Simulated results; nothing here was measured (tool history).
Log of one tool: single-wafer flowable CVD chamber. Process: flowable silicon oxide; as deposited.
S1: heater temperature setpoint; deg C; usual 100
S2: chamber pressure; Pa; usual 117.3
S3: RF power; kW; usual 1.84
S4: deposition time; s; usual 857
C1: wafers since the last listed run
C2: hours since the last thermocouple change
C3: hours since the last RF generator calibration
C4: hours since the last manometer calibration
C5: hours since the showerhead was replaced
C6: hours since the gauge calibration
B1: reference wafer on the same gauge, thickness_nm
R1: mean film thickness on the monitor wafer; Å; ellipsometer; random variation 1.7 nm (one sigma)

Run 1, hour 0: usual settings; C1 0; C2 709.1; C3 329.9; C4 1367; C5 3441.6; C6 2237; B1 595.14. Result: R1 5658.2 Å.
Run 2, hour 55.2: usual settings; C1 75; C2 764.3; C3 385.1; C4 1422.2; C5 3496.8; C6 2292.2; B1 596.218. Result: R1 5657.85 Å.
Run 3, hour 156.5: usual settings but S2 104.4 Pa; C1 137; C2 865.6; C3 486.4; C4 1523.5; C5 3598.1; C6 2393.5; B1 595.833. Result: R1 5022.16 Å.
Run 4, hour 199.9: usual settings; C1 59; C2 909; C3 529.8; C4 1566.9; C5 3641.5; C6 2436.9; B1 596.746. Result: R1 5612.24 Å.
At hour 220.8: gauge calibrated.
At hour 234.4: thermocouple changed; heater temperature recalibrated.
Run 5, hour 302: usual settings; C1 128; C2 67.6; C3 631.9; C4 1669; C5 3743.6; C6 81.2; B1 596.311. Result: R1 5609.06 Å.
Run 6, hour 369.7: usual settings; C1 92; C2 135.3; C3 699.6; C4 1736.7; C5 3811.3; C6 148.9; B1 596.471. Result: R1 5633.72 Å.
Run 7, hour 436.5: usual settings but S2 94.8 Pa; C1 90; C2 202.1; C3 766.4; C4 1803.5; C5 3878.1; C6 215.7; B1 596.286. Result: R1 4544.15 Å.
Run 8, hour 496.5: usual settings; C1 81; C2 262.1; C3 826.4; C4 1863.5; C5 3938.1; C6 275.7; B1 595.948. Result: R1 5612.63 Å.
At hour 670.8: capacitance manometer re-zeroed and calibrated.
At hour 735.8: showerhead replaced.
Run 9, hour 758.5: usual settings but S1 107 deg C, S2 134.4 Pa, S4 1019 s; C1 334; C2 524.1; C3 1088.4; C4 87.7; C5 22.7; C6 537.7; B1 595.907. Result: R1 6242.45 Å.
Run 10, hour 821.5: usual settings but S1 111 deg C, S2 141.3 Pa, S4 697 s; C1 85; C2 587.1; C3 1151.4; C4 150.7; C5 85.7; C6 600.7; B1 596.727. Result: R1 3987.35 Å.
Run 11, hour 860.3: usual settings; C1 52; C2 625.9; C3 1190.2; C4 189.5; C5 124.5; C6 639.5; B1 596.104. Result: R1 5669.45 Å.
At hour 870: RF generator calibrated.
Run 12, hour 964.7: usual settings but S1 114 deg C, S4 745 s; C1 131; C2 730.3; C3 94.7; C4 293.9; C5 228.9; C6 743.9; B1 596.011. Result: R1 3317.92 Å.
Run 13, hour 1042.2: usual settings; C1 105; C2 807.8; C3 172.2; C4 371.4; C5 306.4; C6 821.4; B1 595.387. Result: R1 5744.93 Å.
At hour 1148.9: thermocouple changed; heater temperature recalibrated.
Run 14, hour 1149.6: usual settings but S2 139.6 Pa, S4 926 s; C1 135; C2 0.7; C3 279.6; C4 478.8; C5 413.8; C6 928.8; B1 596.416. Result: R1 7375.1 Å.
Run 15, hour 1225.3: usual settings but S1 94 deg C, S2 92.8 Pa, S3 1.565 kW, S4 773 s; C1 103; C2 76.4; C3 355.3; C4 554.5; C5 489.5; C6 1004.5; B1 595.439. Result: R1 4638.25 Å.
Run 16, hour 1292.5: usual settings but S2 144.8 Pa, S3 1.615 kW; C1 91; C2 143.6; C3 422.5; C4 621.7; C5 556.7; C6 1071.7; B1 595.046. Result: R1 6763.29 Å.
Run 17, hour 1557.6: usual settings but S3 1.94 kW; C1 361; C2 408.7; C3 687.6; C4 886.8; C5 821.8; C6 1336.8; B1 595.967. Result: R1 5774.3 Å.
Run 18, hour 1633.2: usual settings; C1 102; C2 484.3; C3 763.2; C4 962.4; C5 897.4; C6 1412.4; B1 595.522. Result: R1 5639.28 Å.
Run 19, hour 1694.2: usual settings but S1 89 deg C, S3 2.11 kW; C1 83; C2 545.3; C3 824.2; C4 1023.4; C5 958.4; C6 1473.4; B1 595.685. Result: R1 8142.82 Å.
Run 20, hour 1799.1: usual settings but S1 85 deg C, S2 104.4 Pa; C1 142; C2 650.2; C3 929.1; C4 1128.3; C5 1063.3; C6 1578.3; B1 596.047. Result: R1 7748 Å.
Run 21, hour 1892.9: usual settings but S4 1012 s; C1 127; C2 744; C3 1022.9; C4 1222.1; C5 1157.1; C6 1672.1; B1 596.04. Result: R1 6602.15 Å.
At hour 2018.4: RF generator calibrated.
Run 22, hour 2073.2: usual settings but S2 104.4 Pa; C1 234; C2 924.3; C3 54.8; C4 1402.4; C5 1337.4; C6 1852.4; B1 596.194. Result: R1 5095.29 Å.
At hour 2165.4: thermocouple changed; heater temperature recalibrated.
Run 23, hour 2165.9: usual settings but S1 86 deg C, S4 1002 s; C1 115; C2 0.5; C3 147.5; C4 1495.1; C5 1430.1; C6 1945.1; B1 595.82. Result: R1 10009.91 Å.
Run 24, hour 2236.4: usual settings; C1 96; C2 71; C3 218; C4 1565.6; C5 1500.6; C6 2015.6; B1 595.973. Result: R1 5689.05 Å.
Run 25, hour 2316: usual settings but S2 90.9 Pa; C1 108; C2 150.6; C3 297.6; C4 1645.2; C5 1580.2; C6 2095.2; B1 595.882. Result: R1 4400.59 Å.
Run 26, hour 2385.7: usual settings; C1 94; C2 220.3; C3 367.3; C4 1714.9; C5 1649.9; C6 2164.9; B1 595.534. Result: R1 5644.32 Å.
Run 27, hour 2423.1: usual settings; C1 50; C2 257.7; C3 404.7; C4 1752.3; C5 1687.3; C6 2202.3; B1 595.542. Result: R1 5629.57 Å.
Run 28, hour 2487.2: usual settings but S1 105 deg C, S2 88.1 Pa, S3 2.05 kW; C1 87; C2 321.8; C3 468.8; C4 1816.4; C5 1751.4; C6 2266.4; B1 596.313. Result: R1 3724.46 Å.

4 ways to go on from here, each from the tool as it stands after run 28. What would each give?
Run A, hour 2487.8: usual settings but S1 107 deg C; C1 0; C2 322.4; C3 469.4; C4 1817; C5 1752; C6 2267; B1 ?. Result: R1 ?.
Run B, hour 2487.8: usual settings but S1 92 deg C, S2 88.5 Pa, S3 2.095 kW, S4 905 s; C1 0; C2 322.4; C3 469.4; C4 1817; C5 1752; C6 2267; B1 ?. Result: R1 ?.
Run C, hour 2487.8: usual settings but S1 89 deg C, S2 109.1 Pa, S3 1.705 kW, S4 974 s; C1 0; C2 322.4; C3 469.4; C4 1817; C5 1752; C6 2267; B1 ?. Result: R1 ?.
Run D, hour 2487.8: usual settings but S1 112 deg C, S3 1.945 kW, S4 1023 s; C1 0; C2 322.4; C3 469.4; C4 1817; C5 1752; C6 2267; B1 ?. Result: R1 ?.

run       B1       R1
  A  595.916   4524.9
  B  595.916   5861.6
  C  595.916   8041.7
  D  595.916  4739.52
Without the tool's hidden state the same runs would have given:
run       R1
  A  4703.52
  B  6069.89
  C  8364.36
  D  4911.44
